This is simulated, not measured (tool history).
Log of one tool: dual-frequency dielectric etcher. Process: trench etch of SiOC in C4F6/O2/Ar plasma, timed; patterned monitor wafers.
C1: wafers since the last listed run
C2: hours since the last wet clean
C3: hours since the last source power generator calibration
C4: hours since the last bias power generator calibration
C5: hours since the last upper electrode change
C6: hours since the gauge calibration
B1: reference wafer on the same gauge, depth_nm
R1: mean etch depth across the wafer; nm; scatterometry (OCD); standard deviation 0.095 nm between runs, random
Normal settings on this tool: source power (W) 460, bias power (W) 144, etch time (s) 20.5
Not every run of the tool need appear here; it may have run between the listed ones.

{"run": 1, "hour": 0.0, "source power (W)": 460, "bias power (W)": 132, "etch time (s)": 24, "C1": 0, "C2": 0.5, "C3": 1706.8, "C4": 2528.9, "C5": 2472.2, "C6": 607.6, "B1": 40.21, "R1": 47.15}
{"run": 2, "hour": 38.6, "source power (W)": 460, "bias power (W)": 132, "etch time (s)": 24, "C1": 483, "C2": 39.1, "C3": 1745.4, "C4": 2567.5, "C5": 2510.8, "C6": 646.2, "B1": 40.23, "R1": 47.15}
{"run": 3, "hour": 64.6, "source power (W)": 460, "bias power (W)": 132, "etch time (s)": 24, "C1": 325, "C2": 65.1, "C3": 1771.4, "C4": 2593.5, "C5": 2536.8, "C6": 672.2, "B1": 40.23, "R1": 47.24}
{"run": 4, "hour": 116.8, "source power (W)": 460, "bias power (W)": 144, "etch time (s)": 20.5, "C1": 653, "C2": 117.3, "C3": 1823.6, "C4": 2645.7, "C5": 2589, "C6": 724.4, "B1": 40.22, "R1": 41.13}
{"run": 5, "hour": 143.9, "source power (W)": 460, "bias power (W)": 144, "etch time (s)": 20.5, "C1": 339, "C2": 144.4, "C3": 1850.7, "C4": 2672.8, "C5": 2616.1, "C6": 751.5, "B1": 40.18, "R1": 41.35}
{"run": 6, "hour": 173.1, "source power (W)": 500, "bias power (W)": 144, "etch time (s)": 23.5, "C1": 365, "C2": 173.6, "C3": 1879.9, "C4": 2702, "C5": 2645.3, "C6": 780.7, "B1": 40.19, "R1": 49.09}
{"run": 7, "hour": 200.7, "source power (W)": 500, "bias power (W)": 144, "etch time (s)": 23.5, "C1": 345, "C2": 201.2, "C3": 1907.5, "C4": 2729.6, "C5": 2672.9, "C6": 808.3, "B1": 40.21, "R1": 49.2}
{"run": 8, "hour": 254.0, "source power (W)": 500, "bias power (W)": 144, "etch time (s)": 23.5, "C1": 667, "C2": 254.5, "C3": 1960.8, "C4": 2782.9, "C5": 2726.2, "C6": 861.6, "B1": 40.25, "R1": 49.4}
{"run": 9, "hour": 282.8, "source power (W)": 500, "bias power (W)": 144, "etch time (s)": 20.5, "C1": 360, "C2": 283.3, "C3": 1989.6, "C4": 2811.7, "C5": 2755, "C6": 890.4, "B1": 40.17, "R1": 42.87}
{"run": 10, "hour": 340.3, "source power (W)": 500, "bias power (W)": 144, "etch time (s)": 20.5, "C1": 720, "C2": 340.8, "C3": 2047.1, "C4": 2869.2, "C5": 2812.5, "C6": 947.9, "B1": 40.19, "R1": 43.02}
{"run": 11, "hour": 374.5, "source power (W)": 460, "bias power (W)": 144, "etch time (s)": 19, "C1": 428, "C2": 375, "C3": 2081.3, "C4": 2903.4, "C5": 2846.7, "C6": 982.1, "B1": 40.19, "R1": 38.56}
{"hour": 419.1, "done": "wet clean of the chamber"}
{"run": 12, "hour": 419.6, "source power (W)": 460, "bias power (W)": 144, "etch time (s)": 19, "C1": 264, "C2": 0.5, "C3": 2126.4, "C4": 2948.5, "C5": 2891.8, "C6": 1027.2, "B1": 40.22, "R1": 38.11}
{"run": 13, "hour": 460.5, "source power (W)": 460, "bias power (W)": 144, "etch time (s)": 19, "C1": 512, "C2": 41.4, "C3": 2167.3, "C4": 2989.4, "C5": 2932.7, "C6": 1068.1, "B1": 40.19, "R1": 38.14}
{"run": 14, "hour": 519.2, "source power (W)": 490, "bias power (W)": 144, "etch time (s)": 20.5, "C1": 735, "C2": 100.1, "C3": 2226, "C4": 3048.1, "C5": 2991.4, "C6": 1126.8, "B1": 40.17, "R1": 42.37}
{"hour": 526.2, "done": "gauge calibrated"}
{"run": 15, "hour": 570.9, "source power (W)": 490, "bias power (W)": 144, "etch time (s)": 20.5, "C1": 647, "C2": 151.8, "C3": 2277.7, "C4": 3099.8, "C5": 3043.1, "C6": 44.7, "B1": 40.14, "R1": 42.57}
{"run": 16, "hour": 603.1, "source power (W)": 460, "bias power (W)": 144, "etch time (s)": 19, "C1": 403, "C2": 184, "C3": 2309.9, "C4": 3132, "C5": 3075.3, "C6": 76.9, "B1": 40.19, "R1": 38.14}
{"run": 17, "hour": 632.2, "source power (W)": 510, "bias power (W)": 127, "etch time (s)": 23.5, "C1": 364, "C2": 213.1, "C3": 2339, "C4": 3161.1, "C5": 3104.4, "C6": 106, "B1": 40.21, "R1": 48.1}
{"run": 18, "hour": 663.9, "source power (W)": 350, "bias power (W)": 128, "etch time (s)": 25, "C1": 397, "C2": 244.8, "C3": 2370.7, "C4": 3192.8, "C5": 3136.1, "C6": 137.7, "B1": 40.24, "R1": 43.39}
{"run": 19, "hour": 723.2, "source power (W)": 560, "bias power (W)": 144, "etch time (s)": 20.5, "C1": 742, "C2": 304.1, "C3": 2430, "C4": 3252.1, "C5": 3195.4, "C6": 197, "B1": 40.18, "R1": 45.22}
{"hour": 768.3, "done": "bias power generator calibrated"}
{"run": 20, "hour": 785.1, "source power (W)": 380, "bias power (W)": 144, "etch time (s)": 20.5, "C1": 725, "C2": 366, "C3": 2491.9, "C4": 16.8, "C5": 3257.3, "C6": 258.9, "B1": 40.19, "R1": 38.17}
{"hour": 809.4, "done": "wet clean of the chamber"}
{"run": 21, "hour": 837.5, "source power (W)": 460, "bias power (W)": 116, "etch time (s)": 22, "C1": 355, "C2": 28.1, "C3": 2544.3, "C4": 69.2, "C5": 3309.7, "C6": 311.3, "B1": 40.24, "R1": 41.83}
{"run": 22, "hour": 865.5, "source power (W)": 410, "bias power (W)": 134, "etch time (s)": 18.5, "C1": 350, "C2": 56.1, "C3": 2572.3, "C4": 97.2, "C5": 3337.7, "C6": 339.3, "B1": 40.26, "R1": 34.64}
{"hour": 904.7, "done": "upper electrode replaced"}
{"run": 23, "hour": 928.3, "source power (W)": 500, "bias power (W)": 144, "etch time (s)": 23.5, "C1": 486, "C2": 118.9, "C3": 2635.1, "C4": 160, "C5": 23.6, "C6": 402.1, "B1": 40.22, "R1": 49.05}
{"run": 24, "hour": 991.3, "source power (W)": 530, "bias power (W)": 167, "etch time (s)": 17.5, "C1": 789, "C2": 181.9, "C3": 2698.1, "C4": 223, "C5": 86.6, "C6": 465.1, "B1": 40.15, "R1": 39.09}
{"hour": 1003.5, "done": "source power generator calibrated"}
{"run": 25, "hour": 1046.1, "source power (W)": 460, "bias power (W)": 170, "etch time (s)": 20.5, "C1": 636, "C2": 236.7, "C3": 42.6, "C4": 277.8, "C5": 141.4, "C6": 519.9, "B1": 40.23, "R1": 42.84}
{"run": 26, "hour": 1155.7, "source power (W)": 460, "bias power (W)": 144, "etch time (s)": 20.5, "C1": 1372, "C2": 346.3, "C3": 152.2, "C4": 387.4, "C5": 251, "C6": 629.5, "B1": 40.2, "R1": 41.27}
{"run": 27, "hour": 1186.2, "source power (W)": 390, "bias power (W)": 164, "etch time (s)": 22.5, "C1": 382, "C2": 376.8, "C3": 182.7, "C4": 417.9, "C5": 281.5, "C6": 660, "B1": 40.24, "R1": 43.62}
{"hour": 1230.1, "done": "wet clean of the chamber"}
{"run": 28, "hour": 1230.6, "source power (W)": 340, "bias power (W)": 119, "etch time (s)": 22.5, "C1": 255, "C2": 0.5, "C3": 227.1, "C4": 462.3, "C5": 325.9, "C6": 704.4, "B1": 40.21, "R1": 37.12}
{"run": 29, "hour": 1262.7, "source power (W)": 460, "bias power (W)": 144, "etch time (s)": 23, "C1": 402, "C2": 32.6, "C3": 259.2, "C4": 494.4, "C5": 358, "C6": 736.5, "B1": 40.2, "R1": 45.81}
{"run": 30, "hour": 1291.5, "source power (W)": 570, "bias power (W)": 168, "etch time (s)": 15.5, "C1": 360, "C2": 61.4, "C3": 288, "C4": 523.2, "C5": 386.8, "C6": 765.3, "B1": 40.2, "R1": 35.51}
{"run": 31, "hour": 1357.0, "source power (W)": 490, "bias power (W)": 122, "etch time (s)": 15.5, "C1": 820, "C2": 126.9, "C3": 353.5, "C4": 588.7, "C5": 452.3, "C6": 830.8, "B1": 40.2, "R1": 30.65}

What was the tool's hidden state at every run in the log?
bias power that arrives over what is set, %: 0 across all the runs
gauge reads high (%): 0 across all the runs
H1: etch rate over this chamber's usual, %
H2: source power that arrives over what is set, %
run=1 H1=0.123 H2=3.03
run=2 H1=0.228 H2=3.06
run=3 H1=0.298 H2=3.08
run=4 H1=0.44 H2=3.12
run=5 H1=0.513 H2=3.14
run=6 H1=0.592 H2=3.16
run=7 H1=0.667 H2=3.18
run=8 H1=0.812 H2=3.22
run=9 H1=0.89 H2=3.24
run=10 H1=1.05 H2=3.27
run=11 H1=1.14 H2=3.29
run=12 H1=-0.0462 H2=3.32
run=13 H1=0.0646 H2=3.34
run=14 H1=0.224 H2=3.37
run=15 H1=0.364 H2=3.39
run=16 H1=0.451 H2=3.41
run=17 H1=0.53 H2=3.42
run=18 H1=0.616 H2=3.43
run=19 H1=0.777 H2=3.45
run=20 H1=0.945 H2=3.48
run=21 H1=-0.00537 H2=3.5
run=22 H1=0.0705 H2=3.5
run=23 H1=0.241 H2=3.52
run=24 H1=0.412 H2=3.54
run=25 H1=0.56 H2=0.658
run=26 H1=0.857 H2=1.24
run=27 H1=0.94 H2=1.39
run=28 H1=-0.0666 H2=1.6
run=29 H1=0.0204 H2=1.75
run=30 H1=0.0984 H2=1.87
run=31 H1=0.276 H2=2.15

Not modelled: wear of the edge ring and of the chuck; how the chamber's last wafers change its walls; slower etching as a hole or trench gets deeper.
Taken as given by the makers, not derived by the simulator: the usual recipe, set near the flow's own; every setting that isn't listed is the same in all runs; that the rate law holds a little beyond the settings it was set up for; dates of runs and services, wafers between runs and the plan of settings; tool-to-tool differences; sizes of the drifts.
